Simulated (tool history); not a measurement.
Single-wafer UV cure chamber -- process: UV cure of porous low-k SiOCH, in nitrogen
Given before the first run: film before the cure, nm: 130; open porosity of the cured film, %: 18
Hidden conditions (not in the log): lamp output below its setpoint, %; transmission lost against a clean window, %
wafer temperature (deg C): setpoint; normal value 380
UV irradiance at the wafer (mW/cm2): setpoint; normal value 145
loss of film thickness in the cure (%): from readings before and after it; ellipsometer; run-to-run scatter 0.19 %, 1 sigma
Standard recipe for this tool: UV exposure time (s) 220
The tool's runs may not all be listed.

run,hour,wafer temperature (deg C),UV exposure time (s),UV irradiance at the wafer (mW/cm2),wafers since the last listed run,hours since the UV bulbs were replaced,wafers since the quartz window was cleaned,loss of film thickness in the cure (%)
1,0.0,380,220,145,0,1160.0,1685,13.605
# hour 49.6: UV bulbs replaced
2,168.4,380,220,145,1236,118.8,2921,13.562
3,245.8,380,220,145,596,196.2,3518,13.657
4,285.0,380,220,145,302,235.4,3821,13.794
5,321.6,365,280,145,282,272.0,4103,14.353
6,374.0,380,220,145,404,324.4,4507,13.484
7,439.8,380,220,145,507,390.2,5014,13.321
# hour 501.7: quartz window cleaned
8,511.3,380,220,145,489,461.7,73,13.811
9,549.8,380,125,145,296,500.2,370,10.628
10,603.9,380,325,145,417,554.3,787,15.443
11,680.8,380,325,145,592,631.2,1380,15.512
12,753.8,380,325,145,562,704.2,1943,15.212
13,849.0,380,220,145,734,799.4,2677,13.491
14,926.7,380,220,145,599,877.1,3277,13.671
15,996.2,380,220,145,535,946.6,3813,13.292
16,1045.3,380,220,145,378,995.7,4191,13.658
# hour 1113.9: quartz window cleaned
17,1119.9,380,220,145,513,1070.3,46,13.463
# hour 1198.9: UV bulbs replaced
18,1221.5,371,220,145,721,22.6,767,13.540
19,1311.6,371,220,145,694,112.7,1462,13.207
20,1354.4,380,220,145,330,155.5,1792,13.811
21,1398.6,380,220,145,340,199.7,2133,13.462
22,1468.6,380,220,145,539,269.7,2673,13.319
23,1536.7,380,220,145,525,337.8,3198,13.571
24,1598.9,380,220,145,479,400.0,3677,13.724
25,1647.6,393,220,162,375,448.7,4053,14.422
26,1691.0,364,220,145,334,492.1,4388,13.198
# hour 1715.2: quartz window cleaned
27,1750.8,390,220,133,399,551.9,274,13.728
28,1858.5,380,220,145,830,659.6,1104,13.598
29,1921.3,380,220,145,484,722.4,1589,13.723
30,1961.9,380,220,145,313,763.0,1902,13.518
31,2025.5,365,220,159,490,826.6,2392,13.935
32,2131.7,380,140,145,818,932.8,3211,11.292
33,2182.7,367,220,131,393,983.8,3604,13.073
# hour 2273.6: UV bulbs replaced
34,2282.9,380,175,125,710,9.3,4315,11.879
35,2352.5,380,220,180,536,78.9,4852,14.638
# hour 2414.7: quartz window cleaned
36,2455.5,380,220,145,732,181.9,314,13.844
37,2518.3,399,220,117,484,244.7,799,13.128
38,2624.1,398,285,120,815,350.5,1614,14.370
39,2674.6,397,220,145,389,401.0,2004,13.889
40,2742.8,364,130,107,525,469.2,2530,9.342
41,2806.0,380,290,124,487,532.4,3017,14.198
42,2866.2,364,280,145,464,592.6,3481,14.608
43,2915.6,371,220,145,380,642.0,3862,13.403
44,3010.8,391,220,183,734,737.2,4596,14.595
# hour 3104.2: quartz window cleaned
45,3108.5,380,340,127,691,834.9,32,15.244
46,3182.0,373,345,128,566,908.4,599,14.986

How the hidden state differs across the entries between the runs, from the last listed run before each to the first after it:
After run 1, before run 2: UV bulbs replaced (hour 49.6)
  no difference in the tool's unlogged condition between these two runs
After run 7, before run 8: quartz window cleaned (hour 501.7)
  no difference in the tool's unlogged condition between these two runs
After run 16, before run 17: quartz window cleaned (hour 1113.9)
  no difference in the tool's unlogged condition between these two runs
After run 17, before run 18: UV bulbs replaced (hour 1198.9)
  no difference in the tool's unlogged condition between these two runs
After run 26, before run 27: quartz window cleaned (hour 1715.2)
  no difference in the tool's unlogged condition between these two runs
After run 33, before run 34: UV bulbs replaced (hour 2273.6)
  no difference in the tool's unlogged condition between these two runs
After run 35, before run 36: quartz window cleaned (hour 2414.7)
  no difference in the tool's unlogged condition between these two runs
After run 44, before run 45: quartz window cleaned (hour 3104.2)
  no difference in the tool's unlogged condition between these two runs

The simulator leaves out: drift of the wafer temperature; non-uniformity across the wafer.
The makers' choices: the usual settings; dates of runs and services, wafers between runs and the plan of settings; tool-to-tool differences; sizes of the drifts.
